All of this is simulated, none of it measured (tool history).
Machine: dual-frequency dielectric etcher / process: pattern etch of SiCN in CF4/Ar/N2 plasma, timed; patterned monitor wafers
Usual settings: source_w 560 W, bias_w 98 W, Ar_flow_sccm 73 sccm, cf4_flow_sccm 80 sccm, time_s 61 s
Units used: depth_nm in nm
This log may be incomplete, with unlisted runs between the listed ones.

run   hour  source_w  bias_w  Ar_flow_sccm  cf4_flow_sccm  time_s  wafers since the last listed run  hours since the last wet clean  hours since the last source power generator calibration  hours since the last bias power generator calibration  hours since the last Ar flow controller change  hours since the last CF4 flow controller change  hours since the last upper electrode change  hours since the gauge calibration  read-back reference wafer on the same gauge, depth_nm  depth_nm
  1      0       560      98            68             80      61                                 0                           392.4                                                    173.7                                                  125.3                                          2008.4                                           2716.1                                         61.1                              614.3                                                   61.6      77.1
  2   12.3       560      98            73             80      61                               108                           404.7                                                      186                                                  137.6                                          2020.7                                           2728.4                                         73.4                              626.6                                                   61.5      76.6
  3   44.5       440      98            73             80      61                               283                           436.9                                                    218.2                                                  169.8                                          2052.9                                           2760.6                                        105.6                              658.8                                                   61.7      61.4
  4   69.7       560      98            65             89      61                               221                           462.1                                                    243.4                                                    195                                          2078.1                                           2785.8                                        130.8                                684                                                   61.6      79.4
     107.2  -- wet clean of the chamber
  5  107.7       560      98            73             80      61                               123                             0.5                                                    281.4                                                    233                                          2116.1                                           2823.8                                        168.8                                722                                                   61.7      76.6
  6  127.6       560      98            73             80      61                               175                            20.4                                                    301.3                                                  252.9                                            2136                                           2843.7                                        188.7                              741.9                                                   61.7      76.7
  7  162.3       490      98            73             90      61                               305                            55.1                                                      336                                                  287.6                                          2170.7                                           2878.4                                        223.4                              776.6                                                   61.5        69
  8  190.5       420      98            73             80      61                               248                            83.3                                                    364.2                                                  315.8                                          2198.9                                           2906.6                                        251.6                              804.8                                                   61.6      59.3
  9  206.4       500      98            80             80      61                               139                            99.2                                                    380.1                                                  331.7                                          2214.8                                           2922.5                                        267.5                              820.7                                                   61.6      68.7
     223.8  -- CF4 flow controller replaced
 10  237.4       560     115            73             61      61                               219                           130.2                                                    411.1                                                  362.7                                          2245.8                                             13.6                                        298.5                              851.7                                                   61.5        79
     244.5  -- gauge calibrated
 11    265       470      98            73             80      61                               242                           157.8                                                    438.7                                                  390.3                                          2273.4                                             41.2                                        326.1                               20.5                                                   61.6      65.5
 12  286.4       670      98            87             80      61                               188                           179.2                                                    460.1                                                  411.7                                          2294.8                                             62.6                                        347.5                               41.9                                                   61.6      88.5
     310.5  -- Ar flow controller replaced
 13    311       680      98            63             80    54.5                               163                           203.8                                                    484.7                                                  436.3                                             0.5                                             87.2                                        372.1                               66.5                                                   61.6      84.5
 14  328.1       430      98            73             99      61                               150                           220.9                                                    501.8                                                  453.4                                            17.6                                            104.3                                        389.2                               83.6                                                   61.7      61.5
 15  358.2       680      74            83             69      61                               264                             251                                                    531.9                                                  483.5                                            47.7                                            134.4                                        419.3                              113.7                                                   61.6      79.9
 16  388.1       560     116            58             80      47                               263                           280.9                                                    561.8                                                  513.4                                            77.6                                            164.3                                        449.2                              143.6                                                   61.7      64.9
 17  405.1       420     108            86             80    72.5                               149                           297.9                                                    578.8                                                  530.4                                            94.6                                            181.3                                        466.2                              160.6                                                   61.6        71
 18    444       560      98            73             80      61                               342                           336.8                                                    617.7                                                  569.3                                           133.5                                            220.2                                        505.1                              199.5                                                   61.7      77.5
 19  475.9       560      98            73             80      61                               280                           368.7                                                    649.6                                                  601.2                                           165.4                                            252.1                                          537                              231.4                                                   61.6      77.4
 20  532.8       640      84            63             73      61                               500                           425.6                                                    706.5                                                  658.1                                           222.3                                              309                                        593.9                              288.3                                                   61.6      83.9
     560.2  -- wet clean of the chamber
 21  560.7       560      98            73             80      61                                34                             0.5                                                    734.4                                                    686                                           250.2                                            336.9                                        621.8                              316.2                                                   61.6      77.2
 22  572.7       560      98            73             80      61                               105                            12.5                                                    746.4                                                    698                                           262.2                                            348.9                                        633.8                              328.2                                                   61.6      77.6

Forecast each of these 3 alternatives for the next run:
  A  573.1       560      98            73             80      55                                 3                            12.9                                                    746.8                                                  698.4                                           262.6                                            349.3                                        634.2                              328.6                                                      ?         ?
  B  573.1       450     105            85             80      51                                 3                            12.9                                                    746.8                                                  698.4                                           262.6                                            349.3                                        634.2                              328.6                                                      ?         ?
  C  573.1       510     106            88             89      61                                 3                            12.9                                                    746.8                                                  698.4                                           262.6                                            349.3                                        634.2                              328.6                                                      ?         ?

run  read-back reference wafer on the same gauge, depth_nm  depth_nm
  A                                                   61.6      69.6
  B                                                   61.6        53
  C                                                   61.6      71.9
Had the tool no hidden state, the same runs would have come out as:
run  depth_nm
  A      68.6
  B      52.2
  C      70.9
